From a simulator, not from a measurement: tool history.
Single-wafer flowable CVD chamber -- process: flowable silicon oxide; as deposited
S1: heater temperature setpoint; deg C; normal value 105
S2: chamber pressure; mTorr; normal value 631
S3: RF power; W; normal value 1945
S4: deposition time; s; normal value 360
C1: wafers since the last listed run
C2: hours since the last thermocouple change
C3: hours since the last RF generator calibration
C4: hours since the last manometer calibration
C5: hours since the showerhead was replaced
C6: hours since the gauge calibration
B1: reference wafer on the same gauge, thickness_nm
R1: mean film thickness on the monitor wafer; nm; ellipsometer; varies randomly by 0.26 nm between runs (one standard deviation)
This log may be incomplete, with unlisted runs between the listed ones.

run,hour,S1,S2,S3,S4,C1,C2,C3,C4,C5,C6,B1,R1
1,0.0,101,631,1945,360,0,318.4,1777.5,1369.7,2451.4,636.5,134.005,141.072
2,68.5,101,631,1945,360,338,386.9,1846.0,1438.2,2519.9,705.0,133.875,140.668
3,137.5,101,631,1945,360,340,455.9,1915.0,1507.2,2588.9,774.0,133.920,140.616
4,182.3,105,631,1945,360,221,500.7,1959.8,1552.0,2633.7,818.8,134.107,125.041
5,235.4,105,631,1945,317,262,553.8,2012.9,1605.1,2686.8,871.9,134.052,110.547
6,259.5,105,631,1945,317,119,577.9,2037.0,1629.2,2710.9,896.0,134.031,110.352
7,319.8,105,631,1945,317,298,638.2,2097.3,1689.5,2771.2,956.3,133.971,110.419
8,379.7,105,631,1945,360,296,698.1,2157.2,1749.4,2831.1,1016.2,133.951,125.845
9,414.8,105,631,1945,360,173,733.2,2192.3,1784.5,2866.2,1051.3,133.920,125.759
10,483.7,105,631,1945,360,340,802.1,2261.2,1853.4,2935.1,1120.2,134.010,125.828
11,554.7,105,671,1840,360,350,873.1,2332.2,1924.4,3006.1,1191.2,134.022,132.642
12,618.7,105,671,1840,360,316,937.1,2396.2,1988.4,3070.1,1255.2,133.999,133.038
# hour 645.9: RF generator calibrated
13,665.4,105,671,1840,360,191,983.8,19.5,2035.1,3116.8,1301.9,134.063,132.448
14,712.7,105,769,1595,392,233,1031.1,66.8,2082.4,3164.1,1349.2,133.946,159.819
# hour 719.0: gauge calibrated
# hour 731.2: capacitance manometer re-zeroed and calibrated
15,748.5,105,478,2245,299,137,1066.9,102.6,17.3,3199.9,29.5,134.033,82.475
# hour 797.5: thermocouple changed; heater temperature recalibrated
16,814.4,105,631,1945,360,286,16.9,168.5,83.2,3265.8,95.4,134.030,125.603
17,884.2,91,631,2250,401,344,86.7,238.3,153.0,3335.6,165.2,134.026,217.037
18,927.6,105,696,1945,360,214,130.1,281.7,196.4,3379.0,208.6,133.952,138.482
# hour 957.4: showerhead replaced
19,960.3,105,631,1945,360,122,162.8,314.4,229.1,2.9,241.3,134.068,125.102
20,1002.6,105,631,1945,360,209,205.1,356.7,271.4,45.2,283.6,134.040,125.422
21,1056.6,105,631,1945,360,266,259.1,410.7,325.4,99.2,337.6,134.000,125.496
22,1091.7,105,631,1840,420,173,294.2,445.8,360.5,134.3,372.7,134.070,144.569
23,1143.1,105,631,2165,360,254,345.6,497.2,411.9,185.7,424.1,133.959,128.595
24,1208.3,105,631,1945,360,322,410.8,562.4,477.1,250.9,489.3,134.018,125.909
25,1261.6,97,559,1650,397,263,464.1,615.7,530.4,304.2,542.6,134.028,148.175
26,1329.0,105,631,1945,429,333,531.5,683.1,597.8,371.6,610.0,133.953,149.941

4 ways to go on from here, each from the tool as it stands after run 26. What would each give?
A,1329.5,105,507,1945,360,2,532.0,683.6,598.3,372.1,610.5,?,?
B,1329.5,105,698,1695,401,2,532.0,683.6,598.3,372.1,610.5,?,?
C,1329.5,112,559,1945,429,2,532.0,683.6,598.3,372.1,610.5,?,?
D,1329.5,100,775,1665,303,2,532.0,683.6,598.3,372.1,610.5,?,?

run,B1,R1
A,133.957,101.169
B,133.957,149.401
C,133.957,108.534
D,133.957,145.081
The same runs, with their run-to-run variation unchanged, on a tool lacking any hidden condition would have given:
run,R1
A,100.689
B,148.691
C,108.047
D,144.375
